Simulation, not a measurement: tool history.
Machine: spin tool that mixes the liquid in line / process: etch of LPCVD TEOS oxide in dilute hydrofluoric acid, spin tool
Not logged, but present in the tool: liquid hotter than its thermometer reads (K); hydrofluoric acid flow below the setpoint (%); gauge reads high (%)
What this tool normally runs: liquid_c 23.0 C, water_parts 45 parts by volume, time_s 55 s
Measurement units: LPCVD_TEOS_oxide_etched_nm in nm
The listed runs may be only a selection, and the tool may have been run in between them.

run,hour,liquid_c,water_parts,time_s,wafers since the last listed run,hours since the thermometer was replaced,hours since the hydrofluoric acid flow meter was replaced,hours since the gauge calibration,"read-back film thickness of the LPCVD TEOS oxide reference wafer, read on the same gauge (nm)",LPCVD_TEOS_oxide_etched_nm
1,0.0,23.0,45,55,0,167.9,1536.1,1117.9,120.03,23.60
2,58.3,23.0,45,55,421,226.2,1594.4,1176.2,120.01,23.08
3,111.1,26.5,45,55,381,279.0,1647.2,1229.0,120.00,26.73
4,149.5,23.0,45,55,277,317.4,1685.6,1267.4,120.02,23.63
5,186.8,23.0,35,55,269,354.7,1722.9,1304.7,120.00,30.36
6,253.8,23.0,35,55,484,421.7,1789.9,1371.7,120.00,30.77
7,295.3,23.0,45,55,300,463.2,1831.4,1413.2,119.99,23.26
8,334.5,23.0,45,55,283,502.4,1870.6,1452.4,120.03,23.61
9,398.7,23.0,40,55,464,566.6,1934.8,1516.6,119.98,26.76
10,467.7,23.0,45,60,499,635.6,2003.8,1585.6,119.99,25.33
# hour 490.0: hydrofluoric acid flow meter replaced
11,533.7,23.0,45,55,470,701.6,43.7,1651.6,120.02,25.21
12,564.9,23.0,45,55,225,732.8,74.9,1682.8,120.03,25.14
13,616.1,23.0,45,75,370,784.0,126.1,1734.0,120.01,34.45
# hour 650.4: gauge calibrated
14,680.7,23.0,45,55,467,848.6,190.7,30.3,120.01,24.89
15,739.2,23.0,45,55,423,907.1,249.2,88.8,120.01,24.97
16,769.6,23.0,45,55,219,937.5,279.6,119.2,119.98,25.01
17,794.3,28.0,35,55,178,962.2,304.3,143.9,120.01,40.04
18,847.0,23.0,45,80,381,1014.9,357.0,196.6,120.01,36.52
19,885.6,25.5,30,35,279,1053.5,395.6,235.2,119.99,27.14
20,962.1,23.0,60,30,553,1130.0,472.1,311.7,120.02,10.14
21,1027.7,26.5,45,30,474,1195.6,537.7,377.3,120.00,15.84
22,1069.4,21.5,55,85,301,1237.3,579.4,419.0,120.02,29.49
23,1135.1,23.0,45,55,475,1303.0,645.1,484.7,120.01,25.11
24,1185.7,24.5,30,45,365,1353.6,695.7,535.3,120.01,33.03
25,1213.3,20.0,30,55,199,1381.2,723.3,562.9,120.01,33.88

Forecast run 26:
26,1243.4,23.0,45,55,217,1411.3,753.4,593.0,?,?

{"run 26": {"read-back film thickness of the LPCVD TEOS oxide reference wafer, read on the same gauge (nm)": 120.0, "LPCVD_TEOS_oxide_etched_nm": 24.91}}
Minus the tool's unlogged condition, the same run would have read LPCVD_TEOS_oxide_etched_nm 24.11 nm.

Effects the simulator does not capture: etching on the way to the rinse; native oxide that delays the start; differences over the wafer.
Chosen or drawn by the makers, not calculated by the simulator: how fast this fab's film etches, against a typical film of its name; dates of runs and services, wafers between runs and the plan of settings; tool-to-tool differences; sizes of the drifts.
